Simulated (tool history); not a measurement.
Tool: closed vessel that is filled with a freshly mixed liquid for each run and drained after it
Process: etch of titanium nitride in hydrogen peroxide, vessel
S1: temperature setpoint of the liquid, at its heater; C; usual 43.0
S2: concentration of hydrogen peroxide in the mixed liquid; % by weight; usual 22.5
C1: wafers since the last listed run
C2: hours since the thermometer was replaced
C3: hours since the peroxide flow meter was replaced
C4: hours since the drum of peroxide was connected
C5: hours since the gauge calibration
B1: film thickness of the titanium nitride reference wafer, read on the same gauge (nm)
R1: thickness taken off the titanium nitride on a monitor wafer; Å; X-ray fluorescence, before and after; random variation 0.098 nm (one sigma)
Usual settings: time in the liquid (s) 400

run 1 hour=0.0 | S1=43.0 S2=20.5 time_in_the_liquid_(s)=400 | C1=0 C2=489.5 C3=234.6 C4=314.0 C5=549.2 | B1=129.99 | R1=154.6
-- hour=42.5 new drum of peroxide connected
run 2 hour=71.5 | S1=43.0 S2=20.5 time_in_the_liquid_(s)=400 | C1=4923 C2=561.0 C3=306.1 C4=29.0 C5=620.7 | B1=129.97 | R1=151.7
run 3 hour=253.5 | S1=43.0 S2=20.5 time_in_the_liquid_(s)=400 | C1=12709 C2=743.0 C3=488.1 C4=211.0 C5=802.7 | B1=129.99 | R1=151.2
run 4 hour=279.7 | S1=40.5 S2=22.5 time_in_the_liquid_(s)=400 | C1=1829 C2=769.2 C3=514.3 C4=237.2 C5=828.9 | B1=130.00 | R1=126.3
run 5 hour=335.7 | S1=40.5 S2=22.5 time_in_the_liquid_(s)=400 | C1=3910 C2=825.2 C3=570.3 C4=293.2 C5=884.9 | B1=130.02 | R1=129.0
run 6 hour=399.1 | S1=40.5 S2=22.5 time_in_the_liquid_(s)=400 | C1=4427 C2=888.6 C3=633.7 C4=356.6 C5=948.3 | B1=130.00 | R1=124.9
-- hour=446.5 new drum of peroxide connected
-- hour=457.3 thermometer replaced
run 7 hour=469.6 | S1=40.5 S2=22.5 time_in_the_liquid_(s)=495 | C1=4783 C2=12.3 C3=704.2 C4=23.1 C5=1018.8 | B1=130.04 | R1=160.6
run 8 hour=550.3 | S1=43.0 S2=22.5 time_in_the_liquid_(s)=485 | C1=5635 C2=93.0 C3=784.9 C4=103.8 C5=1099.5 | B1=129.99 | R1=189.9
run 9 hour=586.5 | S1=43.0 S2=22.5 time_in_the_liquid_(s)=485 | C1=2527 C2=129.2 C3=821.1 C4=140.0 C5=1135.7 | B1=130.01 | R1=189.6
run 10 hour=644.2 | S1=43.0 S2=22.5 time_in_the_liquid_(s)=400 | C1=4029 C2=186.9 C3=878.8 C4=197.7 C5=1193.4 | B1=130.01 | R1=156.4
run 11 hour=698.5 | S1=43.0 S2=22.5 time_in_the_liquid_(s)=400 | C1=3791 C2=241.2 C3=933.1 C4=252.0 C5=1247.7 | B1=130.04 | R1=158.3
-- hour=706.1 peroxide flow meter replaced
run 12 hour=724.6 | S1=43.0 S2=22.5 time_in_the_liquid_(s)=400 | C1=1752 C2=267.3 C3=18.5 C4=278.1 C5=1273.8 | B1=129.96 | R1=154.8
run 13 hour=789.1 | S1=43.0 S2=24.0 time_in_the_liquid_(s)=400 | C1=4504 C2=331.8 C3=83.0 C4=342.6 C5=1338.3 | B1=130.01 | R1=158.2
-- hour=859.1 new drum of peroxide connected
-- hour=914.5 gauge calibrated
run 14 hour=972.8 | S1=43.0 S2=22.5 time_in_the_liquid_(s)=400 | C1=12758 C2=515.5 C3=266.7 C4=113.7 C5=58.3 | B1=130.01 | R1=154.8
run 15 hour=1031.5 | S1=39.5 S2=27.5 time_in_the_liquid_(s)=625 | C1=4099 C2=574.2 C3=325.4 C4=172.4 C5=117.0 | B1=130.03 | R1=193.4
run 16 hour=1181.9 | S1=43.0 S2=26.0 time_in_the_liquid_(s)=400 | C1=10502 C2=724.6 C3=475.8 C4=322.8 C5=267.4 | B1=130.07 | R1=158.4
run 17 hour=1245.7 | S1=43.0 S2=22.5 time_in_the_liquid_(s)=400 | C1=4455 C2=788.4 C3=539.6 C4=386.6 C5=331.2 | B1=130.04 | R1=154.5
-- hour=1269.1 new drum of peroxide connected
run 18 hour=1279.2 | S1=40.5 S2=22.5 time_in_the_liquid_(s)=400 | C1=2269 C2=821.9 C3=573.1 C4=10.1 C5=364.7 | B1=130.04 | R1=125.4
run 19 hour=1350.7 | S1=43.0 S2=20.0 time_in_the_liquid_(s)=400 | C1=4992 C2=893.4 C3=644.6 C4=81.6 C5=436.2 | B1=129.98 | R1=146.9
-- hour=1380.9 thermometer replaced
run 20 hour=1403.2 | S1=37.5 S2=22.5 time_in_the_liquid_(s)=400 | C1=3596 C2=22.3 C3=697.1 C4=134.1 C5=488.7 | B1=129.95 | R1=104.1
run 21 hour=1448.0 | S1=43.0 S2=22.5 time_in_the_liquid_(s)=400 | C1=3128 C2=67.1 C3=741.9 C4=178.9 C5=533.5 | B1=130.00 | R1=157.6
run 22 hour=1484.6 | S1=43.0 S2=22.5 time_in_the_liquid_(s)=555 | C1=2555 C2=103.7 C3=778.5 C4=215.5 C5=570.1 | B1=129.97 | R1=216.6
run 23 hour=1527.8 | S1=43.0 S2=27.0 time_in_the_liquid_(s)=400 | C1=3016 C2=146.9 C3=821.7 C4=258.7 C5=613.3 | B1=130.03 | R1=162.7
run 24 hour=1574.6 | S1=48.0 S2=26.0 time_in_the_liquid_(s)=495 | C1=3268 C2=193.7 C3=868.5 C4=305.5 C5=660.1 | B1=130.01 | R1=288.3
run 25 hour=1644.8 | S1=43.0 S2=22.5 time_in_the_liquid_(s)=270 | C1=4902 C2=263.9 C3=938.7 C4=375.7 C5=730.3 | B1=129.99 | R1=104.2
run 26 hour=1708.6 | S1=34.0 S2=24.5 time_in_the_liquid_(s)=400 | C1=4455 C2=327.7 C3=1002.5 C4=439.5 C5=794.1 | B1=129.97 | R1=78.8
run 27 hour=1738.7 | S1=51.0 S2=22.5 time_in_the_liquid_(s)=400 | C1=2101 C2=357.8 C3=1032.6 C4=469.6 C5=824.2 | B1=129.95 | R1=277.7

Hidden state or all else? Some run-to-run changes of R1, split into what the settings, what came in and random variation would give without the hidden state, and what is left for the hidden state (with any gauge scatter that isn't in both results):
The hidden state here: liquid colder than its thermometer reads (K); peroxide flow below the setpoint (%); peroxide weaker than its label (%); gauge reads high (%).
Run 6 -> 7: time in the liquid (s) 400 -> 495, new drum of peroxide connected, thermometer replaced. R1 +35.7 Å: hidden state +3.2, all else +32.5.
Run 19 -> 20: S1 43.0 -> 37.5, S2 20.0 -> 22.5, thermometer replaced. R1 -42.8 Å: hidden state +4.5, all else -47.3.
Run 24 -> 25: S1 48.0 -> 43.0, S2 26.0 -> 22.5, time in the liquid (s) 495 -> 270. R1 -184.1 Å: hidden state +1.8, all else -185.9.
Run 26 -> 27: S1 34.0 -> 51.0, S2 24.5 -> 22.5. R1 +198.9 Å: hidden state -3.0, all else +201.9.
